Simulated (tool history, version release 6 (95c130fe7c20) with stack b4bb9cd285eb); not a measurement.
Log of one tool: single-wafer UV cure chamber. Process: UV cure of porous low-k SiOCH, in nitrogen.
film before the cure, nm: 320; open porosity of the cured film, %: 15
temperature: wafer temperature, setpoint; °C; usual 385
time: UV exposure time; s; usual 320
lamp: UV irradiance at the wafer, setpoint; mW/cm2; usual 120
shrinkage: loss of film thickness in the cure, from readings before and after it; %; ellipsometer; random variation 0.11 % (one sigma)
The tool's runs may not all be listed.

Run 1, day 0: usual settings but lamp 128 mW/cm2. Result: shrinkage 10.599 %.
Run 2, day 1.362: usual settings but lamp 128 mW/cm2. Result: shrinkage 10.62 %.
Run 3, day 2.379: usual settings but lamp 128 mW/cm2. Result: shrinkage 10.349 %.
Run 4, day 3.142: usual settings. Result: shrinkage 10.248 %.
Run 5, day 6.062: usual settings. Result: shrinkage 10.156 %.
Run 6, day 7.35: usual settings. Result: shrinkage 9.963 %.
Run 7, day 8.829: usual settings. Result: shrinkage 9.96 %.
Run 8, day 9.671: usual settings. Result: shrinkage 9.763 %.
Run 9, day 10.996: usual settings but temperature 392 °C, time 510 s. Result: shrinkage 11.895 %.
At day 11.967: UV bulbs replaced.
Run 10, day 14.467: usual settings but time 185 s, lamp 109 mW/cm2. Result: shrinkage 9.416 %.
Run 11, day 14.971: usual settings but temperature 377 °C, time 455 s, lamp 159 mW/cm2. Result: shrinkage 14.799 %.
At day 16.112: quartz window cleaned.
Run 12, day 16.133: usual settings but temperature 403 °C. Result: shrinkage 12.607 %.
Run 13, day 16.592: usual settings but temperature 372 °C, time 245 s. Result: shrinkage 10.854 %.
Run 14, day 17.767: usual settings but temperature 379 °C, time 195 s. Result: shrinkage 9.881 %.
Run 15, day 18.7: usual settings. Result: shrinkage 12.109 %.
Run 16, day 19.642: usual settings but temperature 372 °C, time 245 s. Result: shrinkage 10.841 %.
Run 17, day 20.667: usual settings but temperature 394 °C, time 465 s, lamp 92 mW/cm2. Result: shrinkage 12.777 %.

Forecast each of these 4 alternatives for the next run:
Run A, day 20.688: usual settings. Result: shrinkage ?.
Run B, day 20.688: usual settings but temperature 378 °C, time 180 s. Result: shrinkage ?.
Run C, day 20.688: usual settings but temperature 392 °C, time 155 s, lamp 148 mW/cm2. Result: shrinkage ?.
Run D, day 20.688: usual settings but time 185 s. Result: shrinkage ?.

run  shrinkage
  A     12.167
  B      9.623
  C       10.1
  D      9.851
Without the tool's hidden state the same runs would have given:
run  shrinkage
  A     12.193
  B      9.647
  C     10.124
  D      9.875

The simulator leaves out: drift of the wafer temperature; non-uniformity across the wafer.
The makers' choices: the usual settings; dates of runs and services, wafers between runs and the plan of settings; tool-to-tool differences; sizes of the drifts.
